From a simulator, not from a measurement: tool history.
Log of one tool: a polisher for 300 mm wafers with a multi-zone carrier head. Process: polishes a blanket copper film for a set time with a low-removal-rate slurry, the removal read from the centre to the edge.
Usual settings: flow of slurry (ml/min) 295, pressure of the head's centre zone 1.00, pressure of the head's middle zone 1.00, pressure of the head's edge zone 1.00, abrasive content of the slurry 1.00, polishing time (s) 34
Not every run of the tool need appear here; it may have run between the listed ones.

run	hour	flow of slurry (ml/min)	pressure of the head's centre zone	pressure of the head's middle zone	pressure of the head's edge zone	abrasive content of the slurry	polishing time (s)	incoming thickness of the incoming film, nm	film removed at the wafer's centre (angstrom)	film removed at mid-radius (angstrom)	film removed at the wafer's edge (angstrom)
1	0.0	295	0.97	1.00	1.00	1.00	34	813.2	820	829	816
2	81.5	295	0.97	1.00	1.00	1.00	34	822.7	776	784	770
3	134.4	295	1.00	1.00	1.00	1.00	34	820.8	779	767	753
4	199.5	370	1.00	1.00	1.00	1.00	38	814.7	865	850	842
5	250.3	370	1.00	1.00	1.00	1.00	38	819.4	862	848	835
6	346.7	295	1.08	1.00	1.07	1.00	34	825.0	790	739	760
# hour 376.0: worn pad replaced by a new one
# hour 398.4: edge zone pressure recalibrated
7	450.0	295	1.08	1.00	1.07	1.00	34	821.1	841	777	800
8	546.6	295	1.08	1.00	1.07	1.00	34	829.7	806	750	767
9	628.7	295	1.00	1.11	1.00	0.85	34	821.3	729	778	717
# hour 649.5: slurry nozzle cleaned
10	705.2	295	1.08	1.00	1.07	1.00	34	831.2	787	725	741

What does the tool deliver on the next run?
11	785.5	295	1.00	1.00	1.00	1.00	42	819.1	?	?	?

film removed at the wafer's centre (angstrom): 907
film removed at mid-radius (angstrom): 901
film removed at the wafer's edge (angstrom): 888
Without the tool's hidden state the same run would have given film removed at the wafer's centre (angstrom) 1030, film removed at mid-radius (angstrom) 1024, film removed at the wafer's edge (angstrom) 1009.
